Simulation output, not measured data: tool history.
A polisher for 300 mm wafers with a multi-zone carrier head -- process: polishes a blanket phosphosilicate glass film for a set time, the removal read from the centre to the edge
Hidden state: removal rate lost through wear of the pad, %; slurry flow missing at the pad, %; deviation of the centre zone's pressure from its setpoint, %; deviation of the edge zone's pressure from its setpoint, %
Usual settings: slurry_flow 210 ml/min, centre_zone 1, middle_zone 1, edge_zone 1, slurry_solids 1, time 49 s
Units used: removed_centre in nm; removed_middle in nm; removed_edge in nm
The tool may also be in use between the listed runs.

run,hour,slurry_flow,centre_zone,middle_zone,edge_zone,slurry_solids,time,wafers since the last listed run,wafers polished on this pad,hours since the slurry nozzle was cleaned,hours since the centre zone pressure was calibrated,hours since the edge zone pressure was calibrated,hours since the carrier head's membrane was replaced,"incoming thickness of the incoming film, nm",removed_centre,removed_middle,removed_edge
1,0,210,1,1,1,1,49,0,1755,321.7,316.8,368,874.7,1834.8,174.1,176,183.6
2,87.7,210,1,1,1,1,49,784,2539,409.4,404.5,455.7,962.4,1817.3,166.9,168.9,172
# hour 131.3: worn pad replaced by a new one
# hour 141.2: carrier head's membrane replaced by a new one
3,157,210,1,1,1.08,1,49,539,184,478.7,473.8,525,15.8,1803.9,181.5,180.6,187.1
# hour 189.6: slurry nozzle cleaned
4,258.4,210,1,1,1.08,1,49,898,1083,68.8,575.2,626.4,117.2,1856.9,183.6,183,192.9
5,324.8,210,1,1,1,1,49,594,1677,135.2,641.6,692.8,183.6,1842,174,178.6,181.8
6,409.4,210,1,1,1,1,49,756,2434,219.8,726.2,777.4,268.2,1838.3,172.5,172.6,176
# hour 416.9: edge zone pressure recalibrated
7,456.6,210,1,1,1,1.25,49,404,2838,267,773.4,39.7,315.4,1824,184,182,187.9
# hour 480.3: worn pad replaced by a new one
8,522.3,210,1,1,1,1.25,49,552,375,332.7,839.1,105.4,381.1,1831.6,206.9,203.1,207.9
# hour 625.6: slurry nozzle cleaned
9,630,210,1,1,1,1,49,954,1330,4.4,946.8,213.1,488.8,1853.1,185.3,183.3,189
10,729.6,210,1,1,1,1,49,891,2221,104,1046.4,312.7,588.4,1836.5,174.6,173.8,179.7
# hour 737: centre zone pressure recalibrated
# hour 813.4: worn pad replaced by a new one
11,826.4,175,1,1,1,1,49,812,116,200.8,89.4,409.5,685.2,1833.3,188.6,190.3,192.7
12,906.7,210,1,1,1.04,1.2,49,718,834,281.1,169.7,489.8,765.5,1821.8,198.6,197.7,208.5
13,962.5,185,1,0.89,1.06,1,58,499,1333,336.9,225.5,545.6,821.3,1854.7,208.7,192.5,222.8
14,1001.4,210,1,1,1,1,49,348,1681,375.8,264.4,584.5,860.2,1808,179.1,175.3,181.2
# hour 1018.4: slurry nozzle cleaned
# hour 1106.8: edge zone pressure recalibrated
15,1107.2,210,1,1,1.08,1,49,919,2601,88.8,370.2,0.4,966,1828.9,175.4,174.1,181.2
# hour 1113.9: carrier head's membrane replaced by a new one
# hour 1144.4: worn pad replaced by a new one
16,1198.9,210,0.96,1,1,1,49,739,487,180.5,461.9,92.1,85,1847.4,181.3,187.6,191.5
17,1245.8,210,1,1.1,1,1,49,419,907,227.4,508.8,139,131.9,1834.4,182.2,192.2,191
18,1314,210,1.09,1,0.91,1.25,57,610,1517,295.6,577,207.2,200.1,1821.3,248.7,224,227.9
19,1361.3,210,0.91,0.96,1,0.8,59,423,1940,342.9,624.3,254.5,247.4,1825.2,172.6,183.9,192
20,1410.1,210,1,1,1,1,49,436,2377,391.7,673.1,303.3,296.2,1837.7,167.9,169.9,172
# hour 1435.3: worn pad replaced by a new one
# hour 1442.9: slurry nozzle cleaned
21,1472.6,210,1,1,1,1.1,49,514,324,29.7,735.6,365.8,358.7,1860.6,197.5,199.9,205.3

Hidden state, per run?
deviation of the centre zone's pressure from its setpoint, %: 0, the same for each run
deviation of the edge zone's pressure from its setpoint, %: 0, the same for each run
H1: removal rate lost through wear of the pad, %
H2: slurry flow missing at the pad, %
run,H1,H2
1,7.52,23.3
2,10.6,36
3,1.78,48.1
4,5.31,7.58
5,7.63,10.3
6,10.6,16.2
7,12.2,20.7
8,1.84,28.5
9,5.59,6.83
10,9.06,8.97
11,0.887,14.8
12,3.68,22.4
13,5.63,29.2
14,6.98,34.7
15,10.7,1.79
16,3.3,6.67
17,4.93,10.4
18,7.31,17.5
19,8.96,23.5
20,10.7,30.5
21,2.36,4.45
